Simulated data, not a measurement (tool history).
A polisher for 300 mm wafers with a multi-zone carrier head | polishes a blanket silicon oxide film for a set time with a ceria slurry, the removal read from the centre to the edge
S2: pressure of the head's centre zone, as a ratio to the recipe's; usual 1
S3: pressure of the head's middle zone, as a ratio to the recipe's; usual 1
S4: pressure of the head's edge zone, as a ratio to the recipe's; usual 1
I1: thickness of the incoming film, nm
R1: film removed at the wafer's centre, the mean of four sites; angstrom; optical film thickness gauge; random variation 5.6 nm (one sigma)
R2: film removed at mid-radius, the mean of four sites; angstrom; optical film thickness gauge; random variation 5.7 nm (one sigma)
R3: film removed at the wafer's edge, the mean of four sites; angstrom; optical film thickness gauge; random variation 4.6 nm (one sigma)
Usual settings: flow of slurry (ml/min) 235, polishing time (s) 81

run 1 day=0 | flow_of_slurry_(ml/min)=235 S2=1 S3=1 S4=1 polishing_time_(s)=81 | I1=1213.9 | R1=3970 R2=4177 R3=4091
run 2 day=1.104 | flow_of_slurry_(ml/min)=235 S2=1 S3=1 S4=1 polishing_time_(s)=81 | I1=1191.3 | R1=3893 R2=4110 R3=4042
run 3 day=1.775 | flow_of_slurry_(ml/min)=235 S2=1 S3=1 S4=1 polishing_time_(s)=98 | I1=1190.3 | R1=4841 R2=4989 R3=4921
run 4 day=3.183 | flow_of_slurry_(ml/min)=235 S2=1 S3=1 S4=1 polishing_time_(s)=81 | I1=1174.2 | R1=3906 R2=3921 R3=3977
-- day=4.592 worn pad replaced by a new one
run 5 day=4.612 | flow_of_slurry_(ml/min)=235 S2=1 S3=1 S4=1 polishing_time_(s)=81 | I1=1209.2 | R1=3930 R2=4059 R3=4004
-- day=4.771 slurry nozzle cleaned
run 6 day=5.946 | flow_of_slurry_(ml/min)=235 S2=1 S3=1 S4=1 polishing_time_(s)=81 | I1=1175 | R1=4285 R2=4235 R3=4307
run 7 day=6.521 | flow_of_slurry_(ml/min)=190 S2=1 S3=1 S4=1 polishing_time_(s)=81 | I1=1177.2 | R1=4077 R2=4209 R3=4142
run 8 day=7.225 | flow_of_slurry_(ml/min)=195 S2=1 S3=1 S4=1 polishing_time_(s)=100 | I1=1168.1 | R1=4945 R2=5206 R3=5140
-- day=8.758 worn pad replaced by a new one
run 9 day=8.779 | flow_of_slurry_(ml/min)=195 S2=1 S3=1 S4=1 polishing_time_(s)=100 | I1=1190 | R1=4985 R2=5059 R3=5081
-- day=9.258 centre zone pressure recalibrated
run 10 day=9.512 | flow_of_slurry_(ml/min)=235 S2=1 S3=1 S4=1 polishing_time_(s)=81 | I1=1202.9 | R1=4316 R2=4308 R3=4301
run 11 day=10.567 | flow_of_slurry_(ml/min)=200 S2=0.91 S3=0.93 S4=1 polishing_time_(s)=81 | I1=1194.2 | R1=3788 R2=3988 R3=4109
run 12 day=11.621 | flow_of_slurry_(ml/min)=235 S2=1 S3=1.11 S4=1 polishing_time_(s)=106 | I1=1207.4 | R1=5591 R2=5959 R3=5447
-- day=12.429 carrier head's membrane replaced by a new one
run 13 day=12.85 | flow_of_slurry_(ml/min)=235 S2=1.05 S3=1.1 S4=1 polishing_time_(s)=81 | I1=1197.4 | R1=4330 R2=4496 R3=4144
-- day=13.717 edge zone pressure recalibrated
-- day=13.825 worn pad replaced by a new one
run 14 day=13.846 | flow_of_slurry_(ml/min)=235 S2=1 S3=1 S4=1 polishing_time_(s)=81 | I1=1171.8 | R1=4134 R2=4305 R3=4143
run 15 day=14.308 | flow_of_slurry_(ml/min)=235 S2=1.03 S3=1 S4=1 polishing_time_(s)=56 | I1=1202.6 | R1=2981 R2=2955 R3=2905
run 16 day=15.733 | flow_of_slurry_(ml/min)=235 S2=1.1 S3=1 S4=1 polishing_time_(s)=73 | I1=1201.5 | R1=4110 R2=3810 R3=3687
run 17 day=16.508 | flow_of_slurry_(ml/min)=235 S2=1.09 S3=1 S4=1 polishing_time_(s)=81 | I1=1189.4 | R1=4416 R2=4230 R3=4141
run 18 day=17.275 | flow_of_slurry_(ml/min)=235 S2=1 S3=1 S4=1 polishing_time_(s)=81 | I1=1190.2 | R1=4091 R2=4144 R3=4107
-- day=17.892 worn pad replaced by a new one
run 19 day=17.912 | flow_of_slurry_(ml/min)=185 S2=1 S3=1 S4=0.89 polishing_time_(s)=81 | I1=1194 | R1=3900 R2=4036 R3=3713
run 20 day=18.562 | flow_of_slurry_(ml/min)=235 S2=1.1 S3=1 S4=1 polishing_time_(s)=81 | I1=1201.3 | R1=4481 R2=4166 R3=4154
run 21 day=19.267 | flow_of_slurry_(ml/min)=235 S2=1 S3=1 S4=0.96 polishing_time_(s)=81 | I1=1199.8 | R1=4148 R2=4087 R3=4008
run 22 day=20.15 | flow_of_slurry_(ml/min)=235 S2=1 S3=1 S4=1 polishing_time_(s)=81 | I1=1197.5 | R1=4033 R2=4131 R3=4135

4 ways to go on from here, each from the tool as it stands after run 22. What would each give?
run A day=20.171 | flow_of_slurry_(ml/min)=235 S2=1 S3=1 S4=1 polishing_time_(s)=81 | I1=1205.3 | R1=? R2=? R3=?
run B day=20.171 | flow_of_slurry_(ml/min)=300 S2=1 S3=0.94 S4=1 polishing_time_(s)=81 | I1=1205.3 | R1=? R2=? R3=?
run C day=20.171 | flow_of_slurry_(ml/min)=255 S2=1 S3=1 S4=0.95 polishing_time_(s)=81 | I1=1205.3 | R1=? R2=? R3=?
run D day=20.171 | flow_of_slurry_(ml/min)=235 S2=1 S3=0.96 S4=1 polishing_time_(s)=81 | I1=1205.3 | R1=? R2=? R3=?

run=A R1=4043 R2=4174 R3=4195
run=B R1=4218 R2=4180 R3=4318
run=C R1=4106 R2=4233 R3=4135
run=D R1=4042 R2=4073 R3=4196
Without the tool's hidden state the same runs would have given:
run=A R1=4255 R2=4370 R3=4340
run=B R1=4389 R2=4333 R3=4437
run=C R1=4304 R2=4416 R3=4268
run=D R1=4255 R2=4265 R3=4342
